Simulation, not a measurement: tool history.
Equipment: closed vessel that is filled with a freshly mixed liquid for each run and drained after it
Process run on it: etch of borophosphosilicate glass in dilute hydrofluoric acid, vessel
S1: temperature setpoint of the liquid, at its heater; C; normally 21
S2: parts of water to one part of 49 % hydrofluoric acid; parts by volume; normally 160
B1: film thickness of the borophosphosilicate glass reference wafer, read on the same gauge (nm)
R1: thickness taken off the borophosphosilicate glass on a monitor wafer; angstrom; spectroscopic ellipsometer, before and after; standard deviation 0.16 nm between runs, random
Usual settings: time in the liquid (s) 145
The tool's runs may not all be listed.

{"run": 1, "hour": 0.0, "S1": 21, "S2": 160, "time in the liquid (s)": 145, "B1": 30.02, "R1": 196.1}
{"run": 2, "hour": 42.4, "S1": 21, "S2": 140, "time in the liquid (s)": 145, "B1": 30.01, "R1": 229.4}
{"run": 3, "hour": 138.4, "S1": 21, "S2": 140, "time in the liquid (s)": 145, "B1": 30, "R1": 225.8}
{"run": 4, "hour": 210.1, "S1": 21, "S2": 160, "time in the liquid (s)": 145, "B1": 30, "R1": 193.6}
{"run": 5, "hour": 251.9, "S1": 21, "S2": 160, "time in the liquid (s)": 145, "B1": 30.01, "R1": 193.4}
{"run": 6, "hour": 349.3, "S1": 21, "S2": 160, "time in the liquid (s)": 145, "B1": 30.03, "R1": 192.4}
{"run": 7, "hour": 395.1, "S1": 21, "S2": 110, "time in the liquid (s)": 145, "B1": 29.99, "R1": 294.3}
{"hour": 454.5, "done": "hydrofluoric acid flow meter replaced"}
{"run": 8, "hour": 459.9, "S1": 21, "S2": 110, "time in the liquid (s)": 145, "B1": 29.99, "R1": 299}
{"run": 9, "hour": 555.6, "S1": 17.5, "S2": 160, "time in the liquid (s)": 145, "B1": 30, "R1": 167.7}
{"run": 10, "hour": 600.2, "S1": 26, "S2": 160, "time in the liquid (s)": 210, "B1": 29.98, "R1": 338.3}
{"run": 11, "hour": 696.5, "S1": 24, "S2": 140, "time in the liquid (s)": 170, "B1": 30.01, "R1": 292.8}
{"run": 12, "hour": 773.4, "S1": 19.5, "S2": 220, "time in the liquid (s)": 145, "B1": 30.01, "R1": 123.3}
{"run": 13, "hour": 839.5, "S1": 21, "S2": 160, "time in the liquid (s)": 210, "B1": 29.99, "R1": 280}
{"run": 14, "hour": 876.3, "S1": 25.5, "S2": 160, "time in the liquid (s)": 145, "B1": 29.99, "R1": 226.6}
{"run": 15, "hour": 939.7, "S1": 21, "S2": 160, "time in the liquid (s)": 145, "B1": 30, "R1": 190.5}
{"run": 16, "hour": 1044.0, "S1": 21, "S2": 160, "time in the liquid (s)": 145, "B1": 29.97, "R1": 187.5}
{"run": 17, "hour": 1094.3, "S1": 21, "S2": 95, "time in the liquid (s)": 145, "B1": 30, "R1": 338}
{"run": 18, "hour": 1146.6, "S1": 21, "S2": 160, "time in the liquid (s)": 145, "B1": 30, "R1": 186.4}
{"run": 19, "hour": 1247.0, "S1": 21, "S2": 160, "time in the liquid (s)": 145, "B1": 30.01, "R1": 185.3}
{"run": 20, "hour": 1352.1, "S1": 25, "S2": 160, "time in the liquid (s)": 170, "B1": 30.01, "R1": 256.6}
{"run": 21, "hour": 1421.5, "S1": 21, "S2": 160, "time in the liquid (s)": 145, "B1": 30.01, "R1": 183.7}
{"hour": 1450.1, "done": "thermometer replaced"}
{"run": 22, "hour": 1511.7, "S1": 21, "S2": 160, "time in the liquid (s)": 145, "B1": 30.02, "R1": 194.2}
{"run": 23, "hour": 1551.3, "S1": 25, "S2": 215, "time in the liquid (s)": 110, "B1": 29.99, "R1": 124}
{"hour": 1608.7, "done": "gauge calibrated"}
{"run": 24, "hour": 1658.3, "S1": 24, "S2": 115, "time in the liquid (s)": 145, "B1": 30, "R1": 326}
{"run": 25, "hour": 1756.2, "S1": 17.5, "S2": 85, "time in the liquid (s)": 145, "B1": 29.99, "R1": 348}
{"run": 26, "hour": 1828.8, "S1": 21, "S2": 210, "time in the liquid (s)": 145, "B1": 30, "R1": 141}
{"run": 27, "hour": 1925.6, "S1": 21, "S2": 160, "time in the liquid (s)": 145, "B1": 29.99, "R1": 196.4}
{"run": 28, "hour": 2021.7, "S1": 21, "S2": 160, "time in the liquid (s)": 145, "B1": 30, "R1": 195.7}
{"run": 29, "hour": 2112.7, "S1": 21, "S2": 240, "time in the liquid (s)": 120, "B1": 29.98, "R1": 98.1}
{"run": 30, "hour": 2214.0, "S1": 23, "S2": 160, "time in the liquid (s)": 205, "B1": 30, "R1": 293}
{"run": 31, "hour": 2267.6, "S1": 24.5, "S2": 95, "time in the liquid (s)": 75, "B1": 30, "R1": 209.2}
{"run": 32, "hour": 2304.5, "S1": 18.5, "S2": 185, "time in the liquid (s)": 145, "B1": 29.99, "R1": 150.4}

Predict each of these 4 candidate next runs independently; none follows another, all start after run 32:
{"run": "A", "hour": 2305.2, "S1": 21, "S2": 160, "time in the liquid (s)": 145, "B1": "?", "R1": "?"}
{"run": "B", "hour": 2305.2, "S1": 23.5, "S2": 210, "time in the liquid (s)": 170, "B1": "?", "R1": "?"}
{"run": "C", "hour": 2305.2, "S1": 21, "S2": 160, "time in the liquid (s)": 220, "B1": "?", "R1": "?"}
{"run": "D", "hour": 2305.2, "S1": 21, "S2": 195, "time in the liquid (s)": 145, "B1": "?", "R1": "?"}

run=A B1=30 R1=192.5
run=B B1=30 R1=179.7
run=C B1=30 R1=292.1
run=D B1=30 R1=152.5
Had the tool no hidden state, the same runs would have come out as:
run=A R1=197.4
run=B R1=184
run=C R1=299.5
run=D R1=156.3

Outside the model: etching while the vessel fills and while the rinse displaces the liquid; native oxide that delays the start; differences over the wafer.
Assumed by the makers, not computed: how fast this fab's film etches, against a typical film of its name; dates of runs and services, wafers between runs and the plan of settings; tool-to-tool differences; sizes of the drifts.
